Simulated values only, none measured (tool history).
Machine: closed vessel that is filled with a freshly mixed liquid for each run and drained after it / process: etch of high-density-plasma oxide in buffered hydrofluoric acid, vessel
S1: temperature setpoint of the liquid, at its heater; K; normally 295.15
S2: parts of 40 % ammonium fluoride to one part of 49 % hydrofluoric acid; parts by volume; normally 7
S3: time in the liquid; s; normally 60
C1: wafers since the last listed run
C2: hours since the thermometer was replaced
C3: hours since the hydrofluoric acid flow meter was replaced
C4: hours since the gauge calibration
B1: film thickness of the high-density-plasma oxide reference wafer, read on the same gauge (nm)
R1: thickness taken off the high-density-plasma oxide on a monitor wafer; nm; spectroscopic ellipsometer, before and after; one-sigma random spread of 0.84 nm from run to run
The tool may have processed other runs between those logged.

run    hour      S1   S2  S3     C1      C2      C3      C4     B1      R1
  1       0  295.15    7  60      0  2153.3    48.6  1051.2  90.02  151.48
  2    99.5  295.15    7  60  13270  2252.8   148.1  1150.7  89.99  152.38
  3   137.9  295.15    7  60   5121  2291.2   186.5  1189.1     90  151.19
  4   240.2  298.15    7  60  13643  2393.5   288.8  1291.4  89.99  177.11
  5   279.1  298.15    7  60   5188  2432.4   327.7  1330.3  89.99  176.96
  6     346  295.15    7  60   8922  2499.3   394.6  1397.2  90.02  149.81
  7   397.7  295.15    7  60   6895    2551   446.3  1448.9  89.98  150.89
  8   453.8  295.15    7  60   7481  2607.1   502.4    1505     90  148.08
  9   556.8  295.15    7  60  13737  2710.1   605.4    1608  89.97   148.8
 10   599.2  295.15    7  60   5654  2752.5   647.8  1650.4  89.98  149.02
      657.7  -- gauge calibrated
 11   671.4  295.15    7  70   9629  2824.7     720    13.7  90.01  173.53
 12   762.4  295.15    7  70  12136  2915.7     811   104.7  89.97  173.09
 13     822  295.15    7  60   7948  2975.3   870.6   164.3  89.99  147.11
 14   908.5  292.65    7  60  11536  3061.8   957.1   250.8  89.97  127.82
      986.8  -- thermometer replaced
 15   995.9  295.15    7  60  11523     9.1  1044.5   338.2  90.03  147.81
     1011.7  -- hydrofluoric acid flow meter replaced
 16  1070.4  292.65    6  60   9802    83.6    58.7   412.7     90  149.93
 17    1114  295.15    7  85   5814   127.2   102.3   456.3  89.99  215.04
 18  1200.1  293.65    5  60  11483   213.3   188.4   542.4  89.99  185.38
 19  1241.2  295.15  5.5  60   5481   254.4   229.5   583.5  90.02  185.84
 20  1279.1  300.15    6  60   5054   292.3   267.4   621.4  90.01  225.01
 21  1320.5  292.15    7  45   5521   333.7   308.8   662.8  90.01   95.67
 22  1395.3  299.65    8  60   9975   408.5   383.6   737.6  89.96  166.09
 23  1466.6  298.15  8.5  40   9509   479.8   454.9   808.9     90   95.48
 24  1524.1  295.15    7  60   7668   537.3   512.4   866.4  90.01  150.26
 25  1587.7  291.15  8.5  85   8482   600.9     576     930  90.05  137.37
 26  1898.8  295.15    7  60  41491     912   887.1  1241.1  89.98   147.6

Alternative continuations, all from the tool just after run 26; predict every row:
  A  1899.5  295.15   7  60  93  912.7  887.8  1241.8   ?   ?
  B  1899.5  290.65   5  80  93  912.7  887.8  1241.8   ?   ?
  C  1899.5  296.65   6  35  93  912.7  887.8  1241.8   ?   ?

run     B1      R1
  A  89.96  147.49
  B  89.96   205.2
  C  89.96  107.39
With the hidden condition removed and each run's random variation left untouched, the same runs would have given:
run      R1
  A  151.82
  B  209.91
  C  109.91
